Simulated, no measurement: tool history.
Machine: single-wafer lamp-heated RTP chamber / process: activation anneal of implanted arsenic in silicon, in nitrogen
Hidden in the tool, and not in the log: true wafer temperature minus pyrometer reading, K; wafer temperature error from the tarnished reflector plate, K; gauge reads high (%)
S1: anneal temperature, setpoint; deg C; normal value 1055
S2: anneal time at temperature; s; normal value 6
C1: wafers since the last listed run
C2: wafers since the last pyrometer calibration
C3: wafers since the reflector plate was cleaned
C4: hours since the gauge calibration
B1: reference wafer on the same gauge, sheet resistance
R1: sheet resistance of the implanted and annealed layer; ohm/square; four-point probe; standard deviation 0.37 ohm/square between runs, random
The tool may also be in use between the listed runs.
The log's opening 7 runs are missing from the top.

run     day    S1  S2   C1    C2     C3     C4      B1      R1
  8   3.583  1065   6  102  3628   8899  191.7  167.13  170.31
  9   4.288  1065   6  160  3789   9059  208.6  167.06  169.83
 10   4.950  1055   6  150  3939   9210  224.5  167.21  172.39
 11   5.808  1055   6  195  4135   9405  245.1  167.14  172.49
 12   6.554  1055   6  169  4305   9575  263.0  167.10  173.19
 13   6.921  1055   6   83  4388   9659  271.8  167.00  172.17
 14   7.446  1055   6  119  4508   9778  284.4  166.92  172.38
 15   7.896  1055   6  102  4611   9881  295.2  166.98  171.63
 16   8.508  1074   3  139  4750  10020  309.9  167.15  174.78
 17   8.892  1055   5   87  4837  10108  319.1  167.02  174.31
 18   9.146  1055   9   57  4895  10166  325.2  167.03  167.87
     10.196  -- reflector plate cleaned
 19  10.879  1044   8  318  5214    155  366.8  167.03  171.77
 20  11.846  1055   6  220  5434    375  390.0  167.00  172.06
 21  12.346  1047   3  113  5548    489  402.0  166.99  180.36
     12.575  -- gauge calibrated
 22  12.725  1055   6   86  5635    576    3.6  166.91  171.82
     14.329  -- pyrometer window cleaned and pyrometer calibrated
 23  14.350  1067   4  294     4    870   42.6  167.03  176.20
 24  14.542  1055   6   43    48    914   47.2  167.11  175.49
 25  15.117  1055   6  130   179   1044   61.0  166.97  174.53
 26  15.454  1055   6   76   256   1121   69.1  167.09  174.71
 27  16.196  1068   6  168   425   1290   86.9  167.06  172.07
 28  16.838  1068   9  146   571   1437  102.3  167.04  166.94
 29  17.233  1044   5   90   661   1527  111.8  167.12  179.09
 30  19.458  1084   6  506  1168   2034  165.2  167.03  167.67
 31  20.133  1033   9  153  1322   2187  181.4  167.06  174.19

Predict each of these 5 candidate next runs independently; none follows another, all start after run 31:
  A  20.150  1055   6   3  1325  2191  181.8   ?   ?
  B  20.150  1071   6   3  1325  2191  181.8   ?   ?
  C  20.150  1033   5   3  1325  2191  181.8   ?   ?
  D  20.150  1065   7   3  1325  2191  181.8   ?   ?
  E  20.150  1043   4   3  1325  2191  181.8   ?   ?

run      B1      R1
  A  166.91  173.52
  B  166.91  170.09
  C  166.91  179.85
  D  166.91  169.78
  E  166.91  179.76
Take away the tool's hidden state, keep each run's random variation, and the runs would have read:
run      R1
  A  174.91
  B  171.49
  C  181.20
  D  171.21
  E  181.05

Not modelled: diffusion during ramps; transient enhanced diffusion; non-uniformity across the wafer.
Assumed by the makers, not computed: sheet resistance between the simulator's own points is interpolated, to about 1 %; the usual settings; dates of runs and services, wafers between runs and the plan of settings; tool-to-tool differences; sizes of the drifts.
